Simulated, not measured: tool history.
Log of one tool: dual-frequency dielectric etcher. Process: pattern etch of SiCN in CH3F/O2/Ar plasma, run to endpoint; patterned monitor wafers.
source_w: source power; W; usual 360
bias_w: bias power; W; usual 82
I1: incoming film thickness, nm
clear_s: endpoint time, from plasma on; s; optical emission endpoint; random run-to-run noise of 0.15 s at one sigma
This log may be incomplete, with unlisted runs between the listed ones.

{"run": 1, "hour": 0.0, "source_w": 360, "bias_w": 82, "I1": 9.65, "clear_s": 23.2}
{"run": 2, "hour": 15.6, "source_w": 360, "bias_w": 82, "I1": 9.75, "clear_s": 23.5}
{"run": 3, "hour": 27.4, "source_w": 360, "bias_w": 82, "I1": 9.69, "clear_s": 23.3}
{"run": 4, "hour": 34.2, "source_w": 380, "bias_w": 69, "I1": 9.64, "clear_s": 23.3}
{"run": 5, "hour": 47.2, "source_w": 380, "bias_w": 69, "I1": 9.77, "clear_s": 23.5}
{"run": 6, "hour": 55.0, "source_w": 400, "bias_w": 82, "I1": 9.65, "clear_s": 22.1}
{"run": 7, "hour": 67.0, "source_w": 400, "bias_w": 82, "I1": 9.72, "clear_s": 22.4}
{"run": 8, "hour": 84.3, "source_w": 400, "bias_w": 82, "I1": 9.82, "clear_s": 22.0}
{"run": 9, "hour": 113.1, "source_w": 360, "bias_w": 97, "I1": 9.6, "clear_s": 21.8}
{"run": 10, "hour": 127.0, "source_w": 360, "bias_w": 97, "I1": 9.54, "clear_s": 21.6}
{"run": 11, "hour": 134.8, "source_w": 360, "bias_w": 97, "I1": 9.74, "clear_s": 21.9}
{"run": 12, "hour": 182.3, "source_w": 360, "bias_w": 82, "I1": 9.66, "clear_s": 22.9}
{"run": 13, "hour": 182.6, "source_w": 380, "bias_w": 82, "I1": 9.76, "clear_s": 22.2}
{"run": 14, "hour": 183.6, "source_w": 380, "bias_w": 82, "I1": 9.66, "clear_s": 22.0}
{"run": 15, "hour": 201.5, "source_w": 290, "bias_w": 64, "I1": 9.66, "clear_s": 26.5}
{"run": 16, "hour": 239.9, "source_w": 420, "bias_w": 95, "I1": 9.68, "clear_s": 21.8}
{"run": 17, "hour": 240.2, "source_w": 300, "bias_w": 88, "I1": 9.73, "clear_s": 26.2}
{"run": 18, "hour": 240.5, "source_w": 360, "bias_w": 72, "I1": 9.68, "clear_s": 25.1}
{"run": 19, "hour": 253.2, "source_w": 420, "bias_w": 82, "I1": 9.8, "clear_s": 22.8}
{"run": 20, "hour": 269.4, "source_w": 360, "bias_w": 82, "I1": 9.75, "clear_s": 24.2}
{"run": 21, "hour": 280.1, "source_w": 310, "bias_w": 70, "I1": 9.72, "clear_s": 26.6}
{"run": 22, "hour": 294.6, "source_w": 360, "bias_w": 82, "I1": 9.73, "clear_s": 24.3}
{"run": 23, "hour": 305.0, "source_w": 320, "bias_w": 99, "I1": 9.69, "clear_s": 24.4}
{"run": 24, "hour": 319.4, "source_w": 450, "bias_w": 99, "I1": 9.65, "clear_s": 20.7}
{"run": 25, "hour": 335.3, "source_w": 360, "bias_w": 82, "I1": 9.65, "clear_s": 23.9}

Not shown: 4 entries that the log had between the listed runs. Between which runs, and how does the tool's hidden state differ before and after?
Run 11 -> run 12: bias power generator calibrated (hour 140.9); upper electrode replaced (hour 181.8)
  etch rate over this chamber's usual, %: 5.39 -> 5.85
  what was measured, less what the result would be without the hidden state, clear_s: -1.1 -> -1.3 s
Run 15 -> run 16: source power generator calibrated (hour 230.5); wet clean of the chamber (hour 239.4)
  etch rate over this chamber's usual, %: 6.04 -> 0.0685
  what was measured, less what the result would be without the hidden state, clear_s: -1.6 -> +0.0 s
